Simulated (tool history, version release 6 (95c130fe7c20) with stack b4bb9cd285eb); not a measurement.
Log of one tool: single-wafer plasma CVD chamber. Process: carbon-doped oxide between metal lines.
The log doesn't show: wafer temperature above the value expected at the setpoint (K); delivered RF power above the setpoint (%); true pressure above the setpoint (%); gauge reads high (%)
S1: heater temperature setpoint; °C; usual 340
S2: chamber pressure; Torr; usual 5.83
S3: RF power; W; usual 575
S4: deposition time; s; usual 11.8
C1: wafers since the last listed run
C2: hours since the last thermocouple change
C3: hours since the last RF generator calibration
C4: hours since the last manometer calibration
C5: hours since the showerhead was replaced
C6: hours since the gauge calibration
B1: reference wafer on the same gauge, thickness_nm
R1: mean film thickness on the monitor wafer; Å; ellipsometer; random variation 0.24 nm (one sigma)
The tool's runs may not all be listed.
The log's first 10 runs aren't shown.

run	day	S1	S2	S3	S4	C1	C2	C3	C4	C5	C6	B1	R1
11	10.912	333	5.83	520	10.1	577	1870.4	55.7	2405.4	262.5	772.8	83.796	616.51
12	12.088	340	5.83	575	11.8	587	1898.6	83.9	2433.6	290.7	801.0	83.811	747.20
13	13.183	340	7.05	575	9.9	548	1924.9	110.2	2459.9	317.0	827.3	83.867	645.66
# day 14.575: capacitance manometer re-zeroed and calibrated
14	14.596	340	5.83	575	11.8	539	1958.8	144.1	0.5	350.9	861.2	83.904	747.81
15	15.375	331	5.83	540	11.8	389	1977.5	162.8	19.2	369.6	879.9	83.937	741.37
# day 17.112: gauge calibrated
16	19.042	340	5.83	480	11.8	1833	2065.5	250.8	107.2	457.6	46.3	81.840	660.93
17	20.067	340	6.54	575	13.9	512	2090.1	275.4	131.8	482.2	70.9	81.985	867.83
# day 20.571: thermocouple changed; heater temperature recalibrated
18	20.754	348	5.83	495	13.8	177	4.4	291.9	148.3	498.7	87.4	82.067	773.69
19	21.967	351	5.83	525	12.4	606	33.5	321.0	177.4	527.8	116.5	82.250	711.39
20	22.471	340	5.83	660	11.8	252	45.6	333.1	189.5	539.9	128.6	82.286	787.51
21	22.975	340	5.36	575	11.8	252	57.7	345.2	201.6	552.0	140.7	82.332	728.67
22	24.454	340	4.58	575	11.8	739	93.2	380.7	237.1	587.5	176.2	82.622	708.09
23	25.417	340	5.83	575	11.8	481	116.3	403.8	260.2	610.6	199.3	82.671	736.45
24	26.204	340	5.83	575	11.8	393	135.2	422.7	279.1	629.5	218.2	82.796	737.39
25	27.117	340	7.10	575	11.8	456	157.1	444.6	301.0	651.4	240.1	82.792	754.21
26	28.208	354	5.15	525	10.7	545	183.3	470.8	327.2	677.6	266.3	82.869	602.95
27	29.188	340	4.94	650	11.8	489	206.8	494.3	350.7	701.1	289.8	82.957	770.49
28	30.038	340	6.95	575	11.8	425	227.2	514.7	371.1	721.5	310.2	83.002	753.75
29	30.796	340	5.83	575	11.8	379	245.4	532.9	389.3	739.7	328.4	83.025	741.90
30	31.629	340	5.83	575	11.8	416	265.4	552.9	409.3	759.7	348.4	83.138	743.36

Forecast each of these 3 alternatives for the next run:
A	31.646	340	5.83	575	11.8	8	265.8	553.3	409.7	760.1	348.8	?	?
B	31.646	340	7.02	575	13.4	8	265.8	553.3	409.7	760.1	348.8	?	?
C	31.646	350	6.99	500	13.7	8	265.8	553.3	409.7	760.1	348.8	?	?

run	B1	R1
A	83.066	741.20
B	83.066	855.37
C	83.066	788.22
Without the tool's hidden state the same runs would have given:
run	R1
A	727.00
B	838.99
C	773.12

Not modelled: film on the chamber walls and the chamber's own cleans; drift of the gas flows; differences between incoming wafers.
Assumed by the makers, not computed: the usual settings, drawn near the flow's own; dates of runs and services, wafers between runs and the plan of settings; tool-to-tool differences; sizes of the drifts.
